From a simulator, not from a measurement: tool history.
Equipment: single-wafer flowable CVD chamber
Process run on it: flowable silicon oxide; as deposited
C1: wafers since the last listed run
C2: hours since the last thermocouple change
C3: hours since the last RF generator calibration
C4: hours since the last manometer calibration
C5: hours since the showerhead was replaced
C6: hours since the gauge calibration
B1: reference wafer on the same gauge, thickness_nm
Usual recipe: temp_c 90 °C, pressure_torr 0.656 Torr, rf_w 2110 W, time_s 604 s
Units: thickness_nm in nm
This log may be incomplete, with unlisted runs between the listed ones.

{"run": 1, "hour": 0.0, "temp_c": 90, "pressure_torr": 0.656, "rf_w": 2110, "time_s": 525, "C1": 0, "C2": 1652.8, "C3": 1039.5, "C4": 2614.3, "C5": 3810.5, "C6": 271.1, "B1": 460.106, "thickness_nm": 332.787}
{"run": 2, "hour": 11.9, "temp_c": 90, "pressure_torr": 0.656, "rf_w": 2110, "time_s": 525, "C1": 36, "C2": 1664.7, "C3": 1051.4, "C4": 2626.2, "C5": 3822.4, "C6": 283, "B1": 460.238, "thickness_nm": 332.156}
{"run": 3, "hour": 27.5, "temp_c": 90, "pressure_torr": 0.656, "rf_w": 2110, "time_s": 566, "C1": 47, "C2": 1680.3, "C3": 1067, "C4": 2641.8, "C5": 3838, "C6": 298.6, "B1": 460.113, "thickness_nm": 356.816}
{"hour": 41.6, "done": "capacitance manometer re-zeroed and calibrated"}
{"run": 4, "hour": 42.1, "temp_c": 90, "pressure_torr": 0.656, "rf_w": 1820, "time_s": 604, "C1": 20, "C2": 1694.9, "C3": 1081.6, "C4": 0.5, "C5": 3852.6, "C6": 313.2, "B1": 460.579, "thickness_nm": 412.716}
{"run": 5, "hour": 55.9, "temp_c": 90, "pressure_torr": 0.656, "rf_w": 1820, "time_s": 604, "C1": 41, "C2": 1708.7, "C3": 1095.4, "C4": 14.3, "C5": 3866.4, "C6": 327, "B1": 459.887, "thickness_nm": 410.131}
{"run": 6, "hour": 64.1, "temp_c": 90, "pressure_torr": 0.656, "rf_w": 1820, "time_s": 604, "C1": 24, "C2": 1716.9, "C3": 1103.6, "C4": 22.5, "C5": 3874.6, "C6": 335.2, "B1": 459.738, "thickness_nm": 410.383}
{"hour": 93.1, "done": "showerhead replaced"}
{"run": 7, "hour": 103.7, "temp_c": 90, "pressure_torr": 0.656, "rf_w": 2110, "time_s": 604, "C1": 96, "C2": 1756.5, "C3": 1143.2, "C4": 62.1, "C5": 10.6, "C6": 374.8, "B1": 459.711, "thickness_nm": 419.518}
{"run": 8, "hour": 114.8, "temp_c": 90, "pressure_torr": 0.656, "rf_w": 2110, "time_s": 604, "C1": 33, "C2": 1767.6, "C3": 1154.3, "C4": 73.2, "C5": 21.7, "C6": 385.9, "B1": 460.113, "thickness_nm": 421.618}
{"hour": 129.3, "done": "thermocouple changed; heater temperature recalibrated"}
{"run": 9, "hour": 132.7, "temp_c": 90, "pressure_torr": 0.656, "rf_w": 2110, "time_s": 604, "C1": 30, "C2": 3.4, "C3": 1172.2, "C4": 91.1, "C5": 39.6, "C6": 403.8, "B1": 459.388, "thickness_nm": 419.819}
{"run": 10, "hour": 139.9, "temp_c": 90, "pressure_torr": 0.656, "rf_w": 2110, "time_s": 604, "C1": 21, "C2": 10.6, "C3": 1179.4, "C4": 98.3, "C5": 46.8, "C6": 411, "B1": 459.821, "thickness_nm": 422.343}
{"run": 11, "hour": 154.6, "temp_c": 90, "pressure_torr": 0.656, "rf_w": 2110, "time_s": 604, "C1": 44, "C2": 25.3, "C3": 1194.1, "C4": 113, "C5": 61.5, "C6": 425.7, "B1": 459.624, "thickness_nm": 421.468}
{"run": 12, "hour": 171.1, "temp_c": 85, "pressure_torr": 0.503, "rf_w": 2110, "time_s": 533, "C1": 50, "C2": 41.8, "C3": 1210.6, "C4": 129.5, "C5": 78, "C6": 442.2, "B1": 459.636, "thickness_nm": 325.456}
{"run": 13, "hour": 177.4, "temp_c": 90, "pressure_torr": 0.656, "rf_w": 2110, "time_s": 604, "C1": 19, "C2": 48.1, "C3": 1216.9, "C4": 135.8, "C5": 84.3, "C6": 448.5, "B1": 459.999, "thickness_nm": 420.951}
{"hour": 192.7, "done": "gauge calibrated"}
{"run": 14, "hour": 193.6, "temp_c": 90, "pressure_torr": 0.503, "rf_w": 2420, "time_s": 604, "C1": 49, "C2": 64.3, "C3": 1233.1, "C4": 152, "C5": 100.5, "C6": 0.9, "B1": 460.073, "thickness_nm": 329.268}
{"run": 15, "hour": 211.6, "temp_c": 90, "pressure_torr": 0.656, "rf_w": 1720, "time_s": 689, "C1": 54, "C2": 82.3, "C3": 1251.1, "C4": 170, "C5": 118.5, "C6": 18.9, "B1": 459.858, "thickness_nm": 465.299}
{"run": 16, "hour": 229.5, "temp_c": 76, "pressure_torr": 0.579, "rf_w": 2110, "time_s": 638, "C1": 54, "C2": 100.2, "C3": 1269, "C4": 187.9, "C5": 136.4, "C6": 36.8, "B1": 460.467, "thickness_nm": 561.813}
{"run": 17, "hour": 241.9, "temp_c": 96, "pressure_torr": 0.539, "rf_w": 2110, "time_s": 604, "C1": 37, "C2": 112.6, "C3": 1281.4, "C4": 200.3, "C5": 148.8, "C6": 49.2, "B1": 459.803, "thickness_nm": 290.361}
{"run": 18, "hour": 252.5, "temp_c": 98, "pressure_torr": 0.804, "rf_w": 1845, "time_s": 526, "C1": 32, "C2": 123.2, "C3": 1292, "C4": 210.9, "C5": 159.4, "C6": 59.8, "B1": 459.709, "thickness_nm": 348.39}
{"hour": 272.4, "done": "RF generator calibrated"}
{"run": 19, "hour": 299.5, "temp_c": 82, "pressure_torr": 0.656, "rf_w": 2110, "time_s": 604, "C1": 118, "C2": 170.2, "C3": 27.1, "C4": 257.9, "C5": 206.4, "C6": 106.8, "B1": 459.785, "thickness_nm": 518.207}
{"run": 20, "hour": 307.8, "temp_c": 95, "pressure_torr": 0.606, "rf_w": 2285, "time_s": 654, "C1": 25, "C2": 178.5, "C3": 35.4, "C4": 266.2, "C5": 214.7, "C6": 115.1, "B1": 459.789, "thickness_nm": 367.787}
{"run": 21, "hour": 318.2, "temp_c": 90, "pressure_torr": 0.656, "rf_w": 2395, "time_s": 566, "C1": 31, "C2": 188.9, "C3": 45.8, "C4": 276.6, "C5": 225.1, "C6": 125.5, "B1": 459.28, "thickness_nm": 399.225}
{"run": 22, "hour": 329.8, "temp_c": 90, "pressure_torr": 0.656, "rf_w": 2490, "time_s": 604, "C1": 35, "C2": 200.5, "C3": 57.4, "C4": 288.2, "C5": 236.7, "C6": 137.1, "B1": 460.284, "thickness_nm": 429.618}
{"run": 23, "hour": 344.9, "temp_c": 94, "pressure_torr": 0.708, "rf_w": 2110, "time_s": 604, "C1": 45, "C2": 215.6, "C3": 72.5, "C4": 303.3, "C5": 251.8, "C6": 152.2, "B1": 459.631, "thickness_nm": 402.437}
{"run": 24, "hour": 354.8, "temp_c": 90, "pressure_torr": 0.656, "rf_w": 2395, "time_s": 566, "C1": 30, "C2": 225.5, "C3": 82.4, "C4": 313.2, "C5": 261.7, "C6": 162.1, "B1": 459.824, "thickness_nm": 400.679}
{"run": 25, "hour": 365.8, "temp_c": 104, "pressure_torr": 0.779, "rf_w": 1980, "time_s": 505, "C1": 33, "C2": 236.5, "C3": 93.4, "C4": 324.2, "C5": 272.7, "C6": 173.1, "B1": 460.264, "thickness_nm": 274.859}
{"run": 26, "hour": 383.7, "temp_c": 90, "pressure_torr": 0.656, "rf_w": 2110, "time_s": 604, "C1": 54, "C2": 254.4, "C3": 111.3, "C4": 342.1, "C5": 290.6, "C6": 191, "B1": 459.557, "thickness_nm": 419.851}
{"run": 27, "hour": 394.7, "temp_c": 103, "pressure_torr": 0.656, "rf_w": 2235, "time_s": 559, "C1": 33, "C2": 265.4, "C3": 122.3, "C4": 353.1, "C5": 301.6, "C6": 202, "B1": 459.557, "thickness_nm": 269.839}
{"run": 28, "hour": 406.6, "temp_c": 84, "pressure_torr": 0.522, "rf_w": 2470, "time_s": 534, "C1": 36, "C2": 277.3, "C3": 134.2, "C4": 365, "C5": 313.5, "C6": 213.9, "B1": 459.987, "thickness_nm": 352.188}

Alternative continuations, all from the tool just after run 28; predict every row:
{"run": "A", "hour": 407.2, "temp_c": 90, "pressure_torr": 0.656, "rf_w": 2110, "time_s": 604, "C1": 1, "C2": 277.9, "C3": 134.8, "C4": 365.6, "C5": 314.1, "C6": 214.5, "B1": "?", "thickness_nm": "?"}
{"run": "B", "hour": 407.2, "temp_c": 84, "pressure_torr": 0.809, "rf_w": 1775, "time_s": 604, "C1": 1, "C2": 277.9, "C3": 134.8, "C4": 365.6, "C5": 314.1, "C6": 214.5, "B1": "?", "thickness_nm": "?"}
{"run": "C", "hour": 407.2, "temp_c": 83, "pressure_torr": 0.761, "rf_w": 2445, "time_s": 677, "C1": 1, "C2": 277.9, "C3": 134.8, "C4": 365.6, "C5": 314.1, "C6": 214.5, "B1": "?", "thickness_nm": "?"}
{"run": "D", "hour": 407.2, "temp_c": 96, "pressure_torr": 0.656, "rf_w": 2520, "time_s": 564, "C1": 1, "C2": 277.9, "C3": 134.8, "C4": 365.6, "C5": 314.1, "C6": 214.5, "B1": "?", "thickness_nm": "?"}

run=A B1=460.137 thickness_nm=420.541
run=B B1=460.137 thickness_nm=592.44
run=C B1=460.137 thickness_nm=669.873
run=D B1=460.137 thickness_nm=336.007
Without the tool's unlogged condition, the same runs would have read:
run=A thickness_nm=421.06
run=B thickness_nm=593.147
run=C thickness_nm=670.673
run=D thickness_nm=336.422

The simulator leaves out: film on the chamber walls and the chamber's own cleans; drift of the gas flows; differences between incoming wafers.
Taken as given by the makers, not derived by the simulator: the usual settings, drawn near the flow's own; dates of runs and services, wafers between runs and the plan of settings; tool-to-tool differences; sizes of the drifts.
